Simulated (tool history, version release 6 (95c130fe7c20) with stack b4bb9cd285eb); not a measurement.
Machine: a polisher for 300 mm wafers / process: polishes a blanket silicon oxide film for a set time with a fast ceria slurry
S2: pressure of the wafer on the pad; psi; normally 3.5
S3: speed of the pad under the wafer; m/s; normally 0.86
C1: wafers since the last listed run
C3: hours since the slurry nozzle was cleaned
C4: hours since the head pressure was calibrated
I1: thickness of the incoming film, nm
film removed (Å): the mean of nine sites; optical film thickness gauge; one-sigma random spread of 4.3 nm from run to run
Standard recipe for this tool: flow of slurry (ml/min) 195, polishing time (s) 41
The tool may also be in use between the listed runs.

run 1 hour=0 | flow_of_slurry_(ml/min)=195 S2=3.5 S3=0.86 polishing_time_(s)=41 | C1=0 wafers_polished_on_this_pad=705 C3=206.4 C4=1313.2 | I1=1933.4 | film_removed_(Å)=5989
-- hour=12.9 slurry nozzle cleaned
run 2 hour=15.9 | flow_of_slurry_(ml/min)=195 S2=3.5 S3=0.86 polishing_time_(s)=41 | C1=181 wafers_polished_on_this_pad=886 C3=3 C4=1329.1 | I1=1974.6 | film_removed_(Å)=5861
-- hour=29.1 worn pad replaced by a new one
run 3 hour=29.6 | flow_of_slurry_(ml/min)=195 S2=3.5 S3=1.08 polishing_time_(s)=41 | C1=117 wafers_polished_on_this_pad=6 C3=16.7 C4=1342.8 | I1=1965.8 | film_removed_(Å)=7383
run 4 hour=35.2 | flow_of_slurry_(ml/min)=195 S2=3.5 S3=0.86 polishing_time_(s)=45 | C1=68 wafers_polished_on_this_pad=74 C3=22.3 C4=1348.4 | I1=1968.4 | film_removed_(Å)=6743
run 5 hour=52.3 | flow_of_slurry_(ml/min)=195 S2=3.5 S3=0.86 polishing_time_(s)=45 | C1=207 wafers_polished_on_this_pad=282 C3=39.4 C4=1365.5 | I1=1963.9 | film_removed_(Å)=6667
run 6 hour=64.3 | flow_of_slurry_(ml/min)=195 S2=3.5 S3=0.86 polishing_time_(s)=45 | C1=145 wafers_polished_on_this_pad=428 C3=51.4 C4=1377.5 | I1=1953.5 | film_removed_(Å)=6559
run 7 hour=79.9 | flow_of_slurry_(ml/min)=195 S2=3.5 S3=0.86 polishing_time_(s)=41 | C1=189 wafers_polished_on_this_pad=617 C3=67 C4=1393.1 | I1=1946.7 | film_removed_(Å)=5988
run 8 hour=89.6 | flow_of_slurry_(ml/min)=195 S2=3.5 S3=0.86 polishing_time_(s)=41 | C1=117 wafers_polished_on_this_pad=735 C3=76.7 C4=1402.8 | I1=1964.5 | film_removed_(Å)=5924
run 9 hour=101.8 | flow_of_slurry_(ml/min)=195 S2=3.5 S3=0.86 polishing_time_(s)=41 | C1=148 wafers_polished_on_this_pad=884 C3=88.9 C4=1415 | I1=1963.5 | film_removed_(Å)=5845
-- hour=110.8 worn pad replaced by a new one
run 10 hour=111.8 | flow_of_slurry_(ml/min)=195 S2=3.5 S3=0.86 polishing_time_(s)=41 | C1=72 wafers_polished_on_this_pad=12 C3=98.9 C4=1425 | I1=1973.3 | film_removed_(Å)=6274
run 11 hour=125.5 | flow_of_slurry_(ml/min)=195 S2=3.5 S3=0.86 polishing_time_(s)=41 | C1=166 wafers_polished_on_this_pad=178 C3=112.6 C4=1438.7 | I1=1961.5 | film_removed_(Å)=6098
run 12 hour=134.1 | flow_of_slurry_(ml/min)=195 S2=3.5 S3=0.86 polishing_time_(s)=41 | C1=104 wafers_polished_on_this_pad=283 C3=121.2 C4=1447.3 | I1=1969.4 | film_removed_(Å)=6085
run 13 hour=149.5 | flow_of_slurry_(ml/min)=250 S2=3.5 S3=0.86 polishing_time_(s)=41 | C1=187 wafers_polished_on_this_pad=470 C3=136.6 C4=1462.7 | I1=1945.8 | film_removed_(Å)=6264
run 14 hour=157.1 | flow_of_slurry_(ml/min)=195 S2=3.5 S3=0.86 polishing_time_(s)=41 | C1=92 wafers_polished_on_this_pad=563 C3=144.2 C4=1470.3 | I1=1973.3 | film_removed_(Å)=5980
run 15 hour=164.9 | flow_of_slurry_(ml/min)=170 S2=3.5 S3=0.86 polishing_time_(s)=41 | C1=94 wafers_polished_on_this_pad=657 C3=152 C4=1478.1 | I1=1972.1 | film_removed_(Å)=5793
run 16 hour=177.1 | flow_of_slurry_(ml/min)=195 S2=3.5 S3=1.14 polishing_time_(s)=41 | C1=148 wafers_polished_on_this_pad=806 C3=164.2 C4=1490.3 | I1=1960.4 | film_removed_(Å)=7388

Run 17 comes next. What will it give?
-- hour=186.4 worn pad replaced by a new one
run 17 hour=186.9 | flow_of_slurry_(ml/min)=195 S2=3.5 S3=0.86 polishing_time_(s)=49 | C1=70 wafers_polished_on_this_pad=5 C3=174 C4=1500.1 | I1=1992.9 | film_removed_(Å)=?

Run 17 yielded film removed (Å) 7442.
Take away the tool's hidden state, keep the run-to-run variation as it was, and the same run would have given film removed (Å) 7521.
